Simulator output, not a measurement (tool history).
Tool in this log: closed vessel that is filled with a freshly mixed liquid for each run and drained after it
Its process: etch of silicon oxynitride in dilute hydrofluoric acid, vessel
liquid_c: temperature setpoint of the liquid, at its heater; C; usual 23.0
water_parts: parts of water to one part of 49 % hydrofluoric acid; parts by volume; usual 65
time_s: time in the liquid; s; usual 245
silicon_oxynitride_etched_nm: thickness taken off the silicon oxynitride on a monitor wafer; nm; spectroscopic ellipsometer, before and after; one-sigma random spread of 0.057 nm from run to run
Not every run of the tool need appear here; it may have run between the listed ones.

run      day  liquid_c  water_parts  time_s  read-back film thickness of the silicon oxynitride reference wafer, read on the same gauge (nm)  silicon_oxynitride_etched_nm
  1    0.000      19.0           80     245                                                                                           119.99                          8.99
  2    2.588      19.0           80     245                                                                                           120.03                          9.04
  3   13.754      23.0           65     245                                                                                           119.98                         13.69
  4   15.667      23.0           65     245                                                                                           120.01                         13.63
  5   17.167      23.0           65     245                                                                                           120.06                         13.68
  6   19.725      23.0           65     245                                                                                           119.99                         13.69
  7   22.829      23.0           85     245                                                                                           119.98                         10.33
  8   26.417      23.0           85     245                                                                                           120.00                         10.17
  9   34.192      23.0           65     245                                                                                           120.05                         13.55
 10   38.483      23.0           65     245                                                                                           120.01                         13.47
 11   42.733      23.0           65     245                                                                                           120.04                         13.43
 12   46.962      23.0           65     245                                                                                           120.00                         13.44
 13   50.817      23.0           65     245                                                                                           120.04                         13.54
 14   55.300      23.0           65     360                                                                                           120.00                         20.10
 15   57.858      21.0           95     245                                                                                           120.02                          8.20
 16   59.642      18.5           40     315                                                                                           119.98                         22.97
 17   63.408      20.5           65     150                                                                                           120.06                          7.39
 18   67.604      18.5           95     245                                                                                           120.01                          7.35
 19   71.800      23.0           65     245                                                                                           120.04                         13.67
 20   75.596      25.0           65     245                                                                                           119.96                         14.99
 21   78.762      23.0           65     245                                                                                           119.98                         13.61
 22   82.246      24.5           55     375                                                                                           119.98                         26.81
 23   84.521      26.5           90     390                                                                                           120.01                         18.19
 24   87.733      20.0           85     375                                                                                           120.02                         13.66
 25   89.508      25.5           80     165                                                                                           119.97                          8.29
 26   93.933      21.5           65     370                                                                                           120.03                         18.85
 27   96.358      23.0           65     245                                                                                           119.96                         13.32
 28  104.617      27.5           45     385                                                                                           120.05                         38.38
 29  108.929      23.0           65     245                                                                                           119.99                         13.47
 30  110.796      23.0           65     245                                                                                           119.99                         13.49
 31  113.846      24.5           65     155                                                                                           120.03                          9.15
 32  117.542      23.0           95     285                                                                                           120.00                         10.51
 33  121.138      23.0           65     245                                                                                           120.03                         13.58
 34  124.400      21.5           55     155                                                                                           120.01                          9.49

Between the runs listed above, the log contained 4 entries, not reproduced here. Where in the sequence does each belong, and how does what the log doesn't record of the tool's condition differ from the listed run before to the listed run after?
In the gap between runs 7 and 8: thermometer replaced (day 24.933)
  liquid hotter than its thermometer reads (K): 0.566 -> 0.107
  measured minus no-state result, silicon_oxynitride_etched_nm: +0.28 -> +0.05 nm
In the gap between runs 11 and 12: hydrofluoric acid flow meter replaced (day 44.158)
  liquid hotter than its thermometer reads (K): 0.229 -> 0.261
  measured minus no-state result, silicon_oxynitride_etched_nm: +0.15 -> +0.17 nm
In the gap between runs 12 and 13: gauge calibrated (day 48.458)
  liquid hotter than its thermometer reads (K): 0.261 -> 0.29
  measured minus no-state result, silicon_oxynitride_etched_nm: +0.17 -> +0.19 nm
In the gap between runs 25 and 26: thermometer replaced (day 90.542)
  liquid hotter than its thermometer reads (K): 0.58 -> 0.0764
  measured minus no-state result, silicon_oxynitride_etched_nm: +0.22 -> +0.08 nm

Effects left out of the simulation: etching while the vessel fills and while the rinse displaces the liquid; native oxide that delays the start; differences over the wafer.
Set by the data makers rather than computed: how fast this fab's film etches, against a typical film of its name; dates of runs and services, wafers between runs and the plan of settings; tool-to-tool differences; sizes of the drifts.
